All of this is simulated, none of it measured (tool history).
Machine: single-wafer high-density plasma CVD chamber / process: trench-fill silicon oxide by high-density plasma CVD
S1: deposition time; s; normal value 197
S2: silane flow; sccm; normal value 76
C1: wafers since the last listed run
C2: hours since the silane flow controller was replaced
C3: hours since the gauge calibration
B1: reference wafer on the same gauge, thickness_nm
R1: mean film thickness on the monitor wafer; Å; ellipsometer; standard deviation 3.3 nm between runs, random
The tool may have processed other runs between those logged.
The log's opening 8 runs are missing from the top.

run 9 hour=461.2 | S1=197 S2=76 | C1=526 C2=3264.5 C3=297.3 | B1=1460.678 | R1=15422.54
run 10 hour=497.5 | S1=197 S2=67 | C1=330 C2=3300.8 C3=333.6 | B1=1460.016 | R1=14429.48
run 11 hour=535.3 | S1=197 S2=67 | C1=344 C2=3338.6 C3=371.4 | B1=1459.588 | R1=14439.39
run 12 hour=576.2 | S1=218 S2=76 | C1=372 C2=3379.5 C3=412.3 | B1=1460.657 | R1=16988.13
run 13 hour=624.8 | S1=197 S2=86 | C1=442 C2=3428.1 C3=460.9 | B1=1460.099 | R1=16439.36
run 14 hour=656.0 | S1=197 S2=86 | C1=284 C2=3459.3 C3=492.1 | B1=1459.808 | R1=16513.77
run 15 hour=721.1 | S1=197 S2=69 | C1=592 C2=3524.4 C3=557.2 | B1=1459.633 | R1=14587.38
run 16 hour=776.0 | S1=175 S2=69 | C1=499 C2=3579.3 C3=612.1 | B1=1459.500 | R1=13003.61
run 17 hour=829.9 | S1=175 S2=69 | C1=490 C2=3633.2 C3=666.0 | B1=1459.480 | R1=12942.91
run 18 hour=868.1 | S1=197 S2=68 | C1=347 C2=3671.4 C3=704.2 | B1=1460.213 | R1=14440.82
run 19 hour=922.8 | S1=197 S2=68 | C1=498 C2=3726.1 C3=758.9 | B1=1461.080 | R1=14402.90
run 20 hour=992.9 | S1=197 S2=76 | C1=638 C2=3796.2 C3=829.0 | B1=1458.848 | R1=15391.16
run 21 hour=1057.1 | S1=182 S2=61 | C1=584 C2=3860.4 C3=893.2 | B1=1460.397 | R1=12640.33
run 22 hour=1128.5 | S1=228 S2=84 | C1=650 C2=3931.8 C3=964.6 | B1=1460.202 | R1=18758.33
-- hour=1177.5 silane flow controller replaced
run 23 hour=1194.8 | S1=229 S2=69 | C1=530 C2=17.3 C3=1030.9 | B1=1460.885 | R1=16641.71
run 24 hour=1218.9 | S1=209 S2=71 | C1=219 C2=41.4 C3=1055.0 | B1=1460.448 | R1=15371.25
-- hour=1262.1 gauge calibrated
run 25 hour=1285.1 | S1=210 S2=84 | C1=602 C2=107.6 C3=23.0 | B1=1460.242 | R1=16928.42
run 26 hour=1342.0 | S1=231 S2=84 | C1=518 C2=164.5 C3=79.9 | B1=1458.963 | R1=18683.84
run 27 hour=1393.2 | S1=182 S2=76 | C1=466 C2=215.7 C3=131.1 | B1=1460.446 | R1=13922.17
run 28 hour=1537.6 | S1=219 S2=76 | C1=1314 C2=360.1 C3=275.5 | B1=1459.653 | R1=16736.11
run 29 hour=1584.2 | S1=221 S2=76 | C1=424 C2=406.7 C3=322.1 | B1=1459.556 | R1=16899.07
run 30 hour=1643.9 | S1=197 S2=76 | C1=543 C2=466.4 C3=381.8 | B1=1460.471 | R1=14950.97
-- hour=1652.9 silane flow controller replaced, repeated, since the last time left the tool worse
run 31 hour=1669.6 | S1=208 S2=90 | C1=161 C2=16.7 C3=407.5 | B1=1459.121 | R1=18166.34
run 32 hour=1721.1 | S1=173 S2=80 | C1=468 C2=68.2 C3=459.0 | B1=1458.981 | R1=14124.35
run 33 hour=1776.8 | S1=197 S2=76 | C1=507 C2=123.9 C3=514.7 | B1=1460.053 | R1=15662.93

Estimate the outcome of run 34 from the log above:
run 34 hour=1830.7 | S1=184 S2=70 | C1=490 C2=177.8 C3=568.6 | B1=? | R1=?

{"run 34": {"B1": 1459.975, "R1": 13979.67}}
Minus the tool's unlogged condition, the same run would have read R1 14024.45 Å.
